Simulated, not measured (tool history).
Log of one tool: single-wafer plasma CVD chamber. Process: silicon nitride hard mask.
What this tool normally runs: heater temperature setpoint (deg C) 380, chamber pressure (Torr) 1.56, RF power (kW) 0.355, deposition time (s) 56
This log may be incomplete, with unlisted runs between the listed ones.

run   hour  heater temperature setpoint (deg C)  chamber pressure (Torr)  RF power (kW)  deposition time (s)  read-back reference wafer on the same gauge, thickness_nm  mean film thickness on the monitor wafer (nm)
  1      0                                  386                     1.85          0.355                   56                                                      63.19                                         68.675
  2   31.3                                  386                     1.85          0.355                   56                                                     63.241                                         68.578
  3   62.1                                  386                     1.85          0.355                   56                                                     63.191                                         68.466
  4   93.5                                  380                     1.56          0.355                   56                                                      63.21                                         64.931
  5  110.1                                  380                     1.56          0.355                   56                                                     63.161                                         64.674
  6  124.3                                  380                     1.56          0.355                   56                                                     63.208                                         64.836
  7  159.9                                  372                     1.56          0.355                   56                                                     63.183                                          64.99
  8  184.7                                  380                     1.56          0.355                   56                                                     63.208                                         64.184
  9  208.9                                  380                     1.56          0.355                   56                                                     63.169                                           64.2
 10  223.9                                  380                     1.56          0.355                 64.4                                                     63.214                                         73.907
     253.7  -- showerhead replaced
 11  254.6                                  380                     1.56          0.355                 64.4                                                     63.237                                          73.33
     273.3  -- capacitance manometer re-zeroed and calibrated
 12  273.8                                  380                     1.72           0.42                   56                                                     63.229                                          76.92
     325.7  -- gauge calibrated
       327  -- thermocouple changed; heater temperature recalibrated
 13  336.5                                  370                     1.56          0.355                 62.9                                                     63.224                                         71.774
 14  366.3                                  380                     1.56          0.355                   56                                                     63.203                                         63.886
 15  398.6                                  380                      1.8          0.355                 62.8                                                     63.209                                           74.5
 16  417.3                                  388                     1.56          0.355                   56                                                     63.178                                         63.059
 17  433.3                                  380                     1.24          0.355                   56                                                     63.189                                         58.245
 18  451.2                                  380                     1.56          0.355                   56                                                     63.191                                         63.064
       470  -- RF generator calibrated
 19  478.1                                  392                      1.2          0.375                 49.3                                                     63.193                                         57.676
 20  507.4                                  380                     1.75           0.31                   56                                                     63.208                                         62.385
 21  529.2                                  380                     1.56          0.325                   56                                                     63.241                                         63.357
 22  561.6                                  373                     1.24          0.335                 49.9                                                      63.24                                         53.591
 23  590.9                                  380                     1.56          0.355                 61.3                                                       63.2                                         75.553

Consider 5 possible next runs. They are alternatives, not a sequence: every one starts from the tool as it was left by run 23. What does each give?
  A  591.3                                  380                     1.81          0.355                   56                                                          ?                                              ?
  B  591.3                                  380                     1.56          0.385                   56                                                          ?                                              ?
  C  591.3                                  380                     1.42          0.355                 64.2                                                          ?                                              ?
  D  591.3                                  375                     1.27          0.385                   56                                                          ?                                              ?
  E  591.3                                  368                     1.29          0.355                 63.5                                                          ?                                              ?

run  read-back reference wafer on the same gauge, thickness_nm  mean film thickness on the monitor wafer (nm)
  A                                                      63.19                                         72.144
  B                                                      63.19                                         74.014
  C                                                      63.19                                         76.305
  D                                                      63.19                                         68.947
  E                                                      63.19                                         73.272
With no hidden state in the tool, these same runs would have given:
run  mean film thickness on the monitor wafer (nm)
  A                                         73.508
  B                                         75.333
  C                                         77.748
  D                                         70.175
  E                                         74.658

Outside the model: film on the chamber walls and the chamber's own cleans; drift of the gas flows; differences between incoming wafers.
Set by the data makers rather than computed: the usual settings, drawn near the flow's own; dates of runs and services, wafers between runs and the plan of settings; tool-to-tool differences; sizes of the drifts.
